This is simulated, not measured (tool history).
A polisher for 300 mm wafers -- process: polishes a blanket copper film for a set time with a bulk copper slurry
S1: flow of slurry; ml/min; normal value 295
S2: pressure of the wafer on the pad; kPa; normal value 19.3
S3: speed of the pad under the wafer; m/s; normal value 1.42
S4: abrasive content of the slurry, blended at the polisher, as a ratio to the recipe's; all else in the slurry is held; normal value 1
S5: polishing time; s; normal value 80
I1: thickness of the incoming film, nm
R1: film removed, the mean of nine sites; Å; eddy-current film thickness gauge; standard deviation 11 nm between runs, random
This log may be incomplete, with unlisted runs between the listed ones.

Run 1, hour 0: usual settings; I1 2883.3. Result: R1 9862 Å.
At hour 25.6: slurry blender recalibrated.
Run 2, hour 29.3: usual settings; I1 2972.9. Result: R1 9965 Å.
Run 3, hour 65.6: usual settings; I1 2928.8. Result: R1 10216 Å.
At hour 80.4: slurry nozzle cleaned.
Run 4, hour 104.4: usual settings; I1 2907.4. Result: R1 10155 Å.
Run 5, hour 142.2: usual settings; I1 2887.4. Result: R1 10209 Å.
At hour 162.3: worn pad replaced by a new one.
Run 6, hour 196.2: usual settings; I1 2884.7. Result: R1 10302 Å.
At hour 220.2: slurry blender recalibrated.
Run 7, hour 267.9: usual settings; I1 2894.5. Result: R1 10258 Å.
At hour 305.1: slurry nozzle cleaned.
Run 8, hour 332.6: usual settings but S4 0.8; I1 2896.7. Result: R1 9992 Å.
At hour 346.3: worn pad replaced by a new one.
Run 9, hour 359.8: usual settings but S4 0.8; I1 2973.9. Result: R1 9871 Å.
At hour 396.2: slurry blender recalibrated.
Run 10, hour 411.5: usual settings but S3 1.2 m/s, S4 0.75, S5 103 s; I1 2931.1. Result: R1 10867 Å.
Run 11, hour 470.9: usual settings but S1 385 ml/min; I1 2990. Result: R1 10504 Å.
Run 12, hour 525.4: usual settings but S3 0.94 m/s; I1 2957.5. Result: R1 6795 Å.
At hour 530.3: slurry nozzle cleaned.
At hour 554: worn pad replaced by a new one.
At hour 571.2: head pressure recalibrated.
At hour 586.5: slurry blender recalibrated.
Run 13, hour 589.9: usual settings; I1 2916.4. Result: R1 9495 Å.
Run 14, hour 647.6: usual settings but S1 250 ml/min, S2 13.1 kPa, S3 1.68 m/s, S5 98 s; I1 2947.6. Result: R1 9293 Å.
Run 15, hour 682.7: usual settings; I1 2930.5. Result: R1 9333 Å.
Run 16, hour 720.7: usual settings; I1 2879.6. Result: R1 9668 Å.
At hour 762.2: slurry blender recalibrated.
At hour 762.3: slurry nozzle cleaned.
At hour 763.3: worn pad replaced by a new one.
Run 17, hour 785.6: usual settings but S2 21.4 kPa, S3 1.62 m/s, S4 1.2; I1 2905.4. Result: R1 12082 Å.
Run 18, hour 816.9: usual settings but S1 375 ml/min, S5 72 s; I1 2953.3. Result: R1 8902 Å.
At hour 978.2: slurry blender recalibrated.
At hour 995.4: worn pad replaced by a new one.
Run 19, hour 1014: usual settings but S1 265 ml/min, S2 26.2 kPa, S4 1.1, S5 72 s; I1 2938.9. Result: R1 11736 Å.

Difference, measured minus no-hidden-state, one row per run. Run-to-run variation is common to both terms; the gauge's own scatter need not be:
Hidden conditions of the tool in this case: removal rate lost through wear of the pad, %; slurry flow missing at the pad, %; deviation of the head's pressure from its setpoint, %; abrasive missing from the slurry, %.
run    R1
  1  +406
  2  +430
  3  +468
  4  +493
  5  +521
  6  +565
  7  +612
  8  +640
  9  +650
 10  +754
 11  +769
 12  +522
 13  -144
 14   -99
 15   -74
 16   -48
 17    +1
 18   +22
 19  +203
